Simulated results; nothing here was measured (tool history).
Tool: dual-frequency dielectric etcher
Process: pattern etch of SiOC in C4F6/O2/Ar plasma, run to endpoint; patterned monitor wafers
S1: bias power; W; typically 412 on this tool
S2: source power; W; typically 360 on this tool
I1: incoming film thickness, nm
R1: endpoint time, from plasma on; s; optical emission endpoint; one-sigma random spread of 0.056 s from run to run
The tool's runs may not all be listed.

run 1 hour=0.0 | S1=412 S2=360 | I1=53.1 | R1=19.1
run 2 hour=39.7 | S1=412 S2=360 | I1=52.7 | R1=18.9
run 3 hour=54.5 | S1=412 S2=390 | I1=53.3 | R1=18.5
run 4 hour=70.8 | S1=412 S2=390 | I1=53.1 | R1=18.5
run 5 hour=78.2 | S1=412 S2=340 | I1=53.2 | R1=19.6
run 6 hour=88.7 | S1=412 S2=320 | I1=53.1 | R1=20.0
run 7 hour=96.5 | S1=412 S2=300 | I1=53.0 | R1=20.6
-- hour=153.1 wet clean of the chamber
run 8 hour=153.6 | S1=412 S2=300 | I1=52.6 | R1=19.8
run 9 hour=161.9 | S1=412 S2=300 | I1=53.2 | R1=20.0
run 10 hour=173.4 | S1=386 S2=360 | I1=53.0 | R1=18.9
-- hour=218.4 upper electrode replaced
run 11 hour=218.9 | S1=386 S2=360 | I1=53.5 | R1=19.2
run 12 hour=219.2 | S1=386 S2=360 | I1=53.6 | R1=19.1
run 13 hour=225.2 | S1=371 S2=310 | I1=53.3 | R1=20.5
run 14 hour=236.6 | S1=477 S2=320 | I1=53.3 | R1=18.6
run 15 hour=249.6 | S1=412 S2=360 | I1=52.9 | R1=18.6
run 16 hour=258.7 | S1=412 S2=360 | I1=52.9 | R1=18.6
run 17 hour=265.7 | S1=412 S2=360 | I1=53.5 | R1=18.9
run 18 hour=272.8 | S1=320 S2=410 | I1=52.8 | R1=19.2
run 19 hour=286.2 | S1=333 S2=360 | I1=53.3 | R1=20.2
run 20 hour=298.9 | S1=513 S2=310 | I1=53.0 | R1=18.4
run 21 hour=313.6 | S1=443 S2=410 | I1=53.4 | R1=17.5
run 22 hour=322.1 | S1=412 S2=360 | I1=53.2 | R1=18.8
run 23 hour=339.1 | S1=412 S2=360 | I1=53.3 | R1=18.7
-- hour=346.4 source power generator calibrated
run 24 hour=353.9 | S1=458 S2=280 | I1=53.0 | R1=20.0
-- hour=363.6 bias power generator calibrated
run 25 hour=364.5 | S1=412 S2=430 | I1=53.3 | R1=17.6
run 26 hour=378.9 | S1=490 S2=400 | I1=53.5 | R1=17.3
run 27 hour=391.5 | S1=378 S2=420 | I1=53.3 | R1=18.3
run 28 hour=399.0 | S1=474 S2=360 | I1=53.0 | R1=18.1
run 29 hour=412.4 | S1=373 S2=400 | I1=53.1 | R1=18.7
run 30 hour=422.1 | S1=332 S2=310 | I1=52.7 | R1=21.3
run 31 hour=435.9 | S1=383 S2=420 | I1=53.3 | R1=18.3
run 32 hour=453.3 | S1=412 S2=360 | I1=53.1 | R1=18.9
run 33 hour=460.0 | S1=318 S2=280 | I1=53.1 | R1=22.8
-- hour=486.0 wet clean of the chamber
run 34 hour=486.5 | S1=458 S2=280 | I1=53.5 | R1=19.9
run 35 hour=486.8 | S1=310 S2=330 | I1=53.0 | R1=21.1
run 36 hour=487.1 | S1=476 S2=360 | I1=52.8 | R1=17.6

Here are 3 independent what-if runs from the current tool condition. What would each one return?
run A hour=487.5 | S1=383 S2=360 | I1=53.7 | R1=?
run B hour=487.5 | S1=471 S2=400 | I1=53.7 | R1=?
run C hour=487.5 | S1=463 S2=360 | I1=53.7 | R1=?

run=A R1=19.2
run=B R1=17.2
run=C R1=18.0
Without the tool's unlogged condition, the same runs would have read:
run=A R1=19.2
run=B R1=17.2
run=C R1=18.0
